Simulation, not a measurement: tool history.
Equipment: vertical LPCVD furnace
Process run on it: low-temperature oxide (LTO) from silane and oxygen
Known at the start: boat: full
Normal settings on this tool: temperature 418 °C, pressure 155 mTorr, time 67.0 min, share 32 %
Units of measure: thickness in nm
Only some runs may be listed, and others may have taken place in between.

| run | day | temperature | pressure | time | share | read-back reference wafer on the same gauge, thickness | thickness |
|---|---|---|---|---|---|---|---|
| 1 | 0.000 | 421 | 155 | 67.0 | 32 | 327.99 | 390.45 |
| 2 | 1.438 | 421 | 155 | 67.0 | 32 | 328.82 | 393.18 |
| 3 | 2.112 | 421 | 155 | 67.0 | 32 | 327.78 | 389.91 |
| 4 | 3.133 | 418 | 155 | 67.0 | 32 | 328.15 | 375.15 |
| 5 | 4.458 | 418 | 155 | 67.0 | 32 | 328.63 | 374.05 |
|  | 6.162 | silane flow controller replaced |
| 6 | 6.183 | 418 | 155 | 67.0 | 32 | 328.58 | 376.74 |
| 7 | 6.512 | 418 | 155 | 67.0 | 32 | 327.94 | 382.24 |
|  | 6.783 | gauge calibrated |
|  | 8.462 | pressure gauge zeroed |
| 8 | 8.483 | 418 | 155 | 67.0 | 32 | 328.62 | 378.43 |
| 9 | 8.683 | 422 | 155 | 67.0 | 32 | 328.25 | 397.02 |
| 10 | 10.133 | 421 | 155 | 67.0 | 32 | 327.98 | 390.42 |
|  | 11.442 | thermocouples replaced and temperature profile calibrated |
| 11 | 11.462 | 414 | 155 | 88.0 | 29 | 328.20 | 409.90 |
| 12 | 11.662 | 418 | 155 | 53.5 | 32 | 328.37 | 303.09 |
| 13 | 13.154 | 408 | 155 | 67.0 | 35 | 327.88 | 381.69 |
| 14 | 14.346 | 418 | 155 | 67.0 | 32 | 327.98 | 379.69 |
| 15 | 15.179 | 418 | 155 | 67.0 | 32 | 327.64 | 376.09 |
| 16 | 15.700 | 418 | 155 | 67.0 | 27 | 327.71 | 295.58 |
| 17 | 16.417 | 418 | 155 | 67.0 | 32 | 328.22 | 376.71 |
| 18 | 17.358 | 423 | 120 | 46.5 | 37 | 328.42 | 259.15 |
| 19 | 18.112 | 418 | 155 | 47.5 | 32 | 327.90 | 267.42 |

Forecast each of these 5 alternatives for the next run:
| A | 18.288 | 418 | 155 | 88.5 | 32 | ? | ? |
| B | 18.288 | 418 | 155 | 54.5 | 32 | ? | ? |
| C | 18.288 | 418 | 155 | 57.5 | 32 | ? | ? |
| D | 18.288 | 422 | 120 | 53.0 | 28 | ? | ? |
| E | 18.288 | 429 | 155 | 67.0 | 37 | ? | ? |

| run | read-back reference wafer on the same gauge, thickness | thickness |
|---|---|---|
| A | 327.70 | 497.87 |
| B | 327.70 | 306.60 |
| C | 327.70 | 323.48 |
| D | 327.70 | 199.84 |
| E | 327.70 | 509.63 |
With no hidden state in the tool, these same runs would have given:
| run | thickness |
|---|---|
| A | 497.87 |
| B | 306.60 |
| C | 323.48 |
| D | 199.84 |
| E | 509.63 |

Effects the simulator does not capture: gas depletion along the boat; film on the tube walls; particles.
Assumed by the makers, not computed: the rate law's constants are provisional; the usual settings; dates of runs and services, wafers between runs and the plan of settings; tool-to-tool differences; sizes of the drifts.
